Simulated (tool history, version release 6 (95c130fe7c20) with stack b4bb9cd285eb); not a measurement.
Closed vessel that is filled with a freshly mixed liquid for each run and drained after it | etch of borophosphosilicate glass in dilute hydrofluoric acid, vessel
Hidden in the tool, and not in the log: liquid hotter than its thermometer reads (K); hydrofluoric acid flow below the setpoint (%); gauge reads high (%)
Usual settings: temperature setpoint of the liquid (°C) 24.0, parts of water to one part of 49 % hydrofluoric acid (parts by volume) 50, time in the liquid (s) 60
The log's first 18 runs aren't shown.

run     day  temperature setpoint of the liquid (°C)  parts of water to one part of 49 % hydrofluoric acid (parts by volume)  time in the liquid (s)  wafers since the last listed run  hours since the thermometer was replaced  hours since the hydrofluoric acid flow meter was replaced  hours since the gauge calibration  read-back film thickness of the borophosphosilicate glass reference wafer, read on the same gauge (nm)  thickness taken off the borophosphosilicate glass on a monitor wafer (Å)
 19  18.883                                     24.0                                                                      70                      60                              2518                                      78.4                                                      912.1                              321.9                                                                                                   49.62                                                                     559.6
 20  19.967                                     24.0                                                                      50                      60                              1919                                     104.4                                                      938.1                              347.9                                                                                                   49.57                                                                     806.7
     20.504  -- hydrofluoric acid flow meter replaced
 21  20.683                                     24.0                                                                      50                      35                              1196                                     121.6                                                        4.3                              365.1                                                                                                   49.49                                                                     473.5
 22  21.250                                     24.0                                                                      50                      60                              1004                                     135.2                                                       17.9                              378.7                                                                                                   49.49                                                                     801.4
 23  21.954                                     28.0                                                                      65                      75                              1247                                     152.1                                                       34.8                              395.6                                                                                                   49.51                                                                     908.3
 24  23.133                                     24.0                                                                      50                      60                              2089                                     180.4                                                       63.1                              423.9                                                                                                   49.41                                                                     806.3
 25  23.675                                     22.0                                                                      50                      60                               959                                     193.4                                                       76.1                              436.9                                                                                                   49.34                                                                     742.2
 26  24.288                                     24.0                                                                      50                      60                              1085                                     208.1                                                       90.8                              451.6                                                                                                   49.35                                                                     803.3
 27  25.479                                     24.0                                                                      40                      60                              2111                                     236.7                                                      119.4                              480.2                                                                                                   49.22                                                                    1022.6
 28  27.196                                     24.0                                                                      30                      70                              3042                                     277.9                                                      160.6                              521.4                                                                                                   49.13                                                                    1620.8
 29  28.408                                     24.0                                                                      45                      60                              2148                                     307.0                                                      189.7                              550.5                                                                                                   49.00                                                                     888.9
 30  28.950                                     20.5                                                                      50                      70                               959                                     320.0                                                      202.7                              563.5                                                                                                   48.97                                                                     816.9
 31  29.762                                     28.0                                                                      40                      90                              1439                                     339.5                                                      222.2                              583.0                                                                                                   48.92                                                                    1779.2
 32  31.042                                     26.5                                                                      50                      60                              2267                                     370.2                                                      252.9                              613.7                                                                                                   48.83                                                                     885.3
 33  31.888                                     24.0                                                                      50                      70                              1499                                     390.5                                                      273.2                              634.0                                                                                                   48.67                                                                     935.9

Forecast each of these 3 alternatives for the next run:
  A  31.917                                     24.0                                                                      50                      60                                51                                     391.2                                                      273.9                              634.7                                                                                                       ?                                                                         ?
  B  31.917                                     28.5                                                                      30                      75                                51                                     391.2                                                      273.9                              634.7                                                                                                       ?                                                                         ?
  C  31.917                                     28.0                                                                      50                      70                                51                                     391.2                                                      273.9                              634.7                                                                                                       ?                                                                         ?

run  read-back film thickness of the borophosphosilicate glass reference wafer, read on the same gauge (nm)  thickness taken off the borophosphosilicate glass on a monitor wafer (Å)
  A                                                                                                   48.68                                                                     784.4
  B                                                                                                   48.68                                                                    2019.9
  C                                                                                                   48.68                                                                    1076.1
Without the tool's hidden state the same runs would have given:
run  thickness taken off the borophosphosilicate glass on a monitor wafer (Å)
  A                                                                     805.6
  B                                                                    2074.6
  C                                                                    1105.2

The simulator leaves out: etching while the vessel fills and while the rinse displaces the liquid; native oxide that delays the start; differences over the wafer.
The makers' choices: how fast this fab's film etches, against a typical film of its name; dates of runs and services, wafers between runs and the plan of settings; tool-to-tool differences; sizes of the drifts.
